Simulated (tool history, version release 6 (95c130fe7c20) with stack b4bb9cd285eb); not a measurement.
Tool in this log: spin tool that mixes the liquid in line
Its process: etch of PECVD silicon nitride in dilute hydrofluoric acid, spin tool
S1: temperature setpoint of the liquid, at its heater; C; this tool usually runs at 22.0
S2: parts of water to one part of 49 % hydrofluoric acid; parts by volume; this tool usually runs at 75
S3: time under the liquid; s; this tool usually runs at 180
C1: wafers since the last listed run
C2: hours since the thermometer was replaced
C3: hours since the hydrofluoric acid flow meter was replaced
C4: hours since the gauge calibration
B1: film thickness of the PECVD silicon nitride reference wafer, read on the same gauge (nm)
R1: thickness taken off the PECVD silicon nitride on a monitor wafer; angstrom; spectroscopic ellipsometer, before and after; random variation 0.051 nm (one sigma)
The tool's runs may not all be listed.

run    hour    S1   S2   S3   C1      C2      C3     C4     B1     R1
  1     0.0  22.0   75  180    0   867.6   983.0  791.0  59.98   75.6
  2   111.6  22.0   75  180  699   979.2  1094.6  902.6  59.98   76.2
      116.6  -- gauge calibrated
  3   139.2  22.0   75  180  173  1006.8  1122.2   22.6  59.98   75.4
  4   180.7  22.0   75  180  260  1048.3  1163.7   64.1  59.99   75.6
  5   248.4  22.0   75  180  424  1116.0  1231.4  131.8  60.01   76.1
  6   299.5  22.0   75  180  320  1167.1  1282.5  182.9  60.00   76.3
  7   347.9  22.0   75  180  303  1215.5  1330.9  231.3  59.98   76.0
  8   415.9  22.0   75  180  426  1283.5  1398.9  299.3  59.95   76.1
  9   449.2  22.0   75  180  208  1316.8  1432.2  332.6  60.00   76.3
 10   478.0  22.0   75  180  180  1345.6  1461.0  361.4  59.99   75.7
 11   518.6  23.5   75  180  254  1386.2  1501.6  402.0  60.05   83.8
 12   569.9  23.5   75  180  321  1437.5  1552.9  453.3  59.99   85.0
 13   634.8  22.0   85  225  406  1502.4  1617.8  518.2  60.01   85.0
 14   660.3  22.0   85  225  159  1527.9  1643.3  543.7  60.00   84.6
      697.7  -- thermometer replaced
 15   717.6  22.0   85  225  352    19.9  1700.6  601.0  59.98   87.3
 16   785.5  18.5   75  240  425    87.8  1768.5  668.9  60.00   82.4
 17   824.7  22.0   75  180  245   127.0  1807.7  708.1  60.02   80.0
 18   863.4  22.0   50  180  242   165.7  1846.4  746.8  60.03  118.0
 19   898.9  22.0   75  180  222   201.2  1881.9  782.3  60.05   78.8
 20   951.2  22.0   75  180  327   253.5  1934.2  834.6  60.02   79.6
      973.1  -- gauge calibrated
 21  1003.8  20.5   85  180  329   306.1  1986.8   30.7  60.00   63.2
     1021.8  -- thermometer replaced, repeated, since the last time left the tool worse
 22  1047.5  22.0   75  180  267    25.7  2030.5   74.4  59.99   73.9
 23  1103.8  22.0   75  180  352    82.0  2086.8  130.7  60.00   74.1
     1128.6  -- hydrofluoric acid flow meter replaced
 24  1138.8  26.0   35   75  213   117.0    10.2  165.7  59.99   85.6
 25  1191.4  22.0   75  180  329   169.6    62.8  218.3  59.99   74.7
 26  1246.3  25.0   95  220  344   224.5   117.7  273.2  59.98   88.0
 27  1315.9  19.5  105  180  436   294.1   187.3  342.8  59.99   45.1
 28  1361.1  23.5   45  180  283   339.3   232.5  388.0  60.01  135.4
 29  1413.2  27.0  105   90  326   391.4   284.6  440.1  60.01   37.3
 30  1446.1  26.0   75  180  206   424.3   317.5  473.0  59.98   96.4
 31  1476.2  17.5  110  140  188   454.4   347.6  503.1  59.99   29.3
 32  1526.8  19.5  105  180  317   505.0   398.2  553.7  59.96   45.4
 33  1566.9  18.5   90  120  251   545.1   438.3  593.8  60.00   33.0

Pick out some run-to-run changes in R1. Of each, how much would a tool without hidden state show as well, from the settings, what came in and chance, and how much is left for the hidden state and any gauge scatter not in both results compared?
Hidden state at play: liquid hotter than its thermometer reads (K); hydrofluoric acid flow below the setpoint (%); gauge reads high (%).
Run 17 -> 18: S2 75 -> 50. R1 +38.0 angstrom: hidden state +2.8, all else +35.2.
Run 18 -> 19: S2 50 -> 75. R1 -39.2 angstrom: hidden state -2.8, all else -36.4.
Run 21 -> 22: S1 20.5 -> 22.0, S2 85 -> 75, thermometer replaced, repeated, since the last time left the tool worse. R1 +10.7 angstrom: hidden state -4.5, all else +15.2.
Run 27 -> 28: S1 19.5 -> 23.5, S2 105 -> 45. R1 +90.3 angstrom: hidden state +1.0, all else +89.3.
Run 28 -> 29: S1 23.5 -> 27.0, S2 45 -> 105, S3 180 -> 90. R1 -98.1 angstrom: hidden state -1.0, all else -97.1.
Run 30 -> 31: S1 26.0 -> 17.5, S2 75 -> 110, S3 180 -> 140. R1 -67.1 angstrom: hidden state -0.7, all else -66.4.
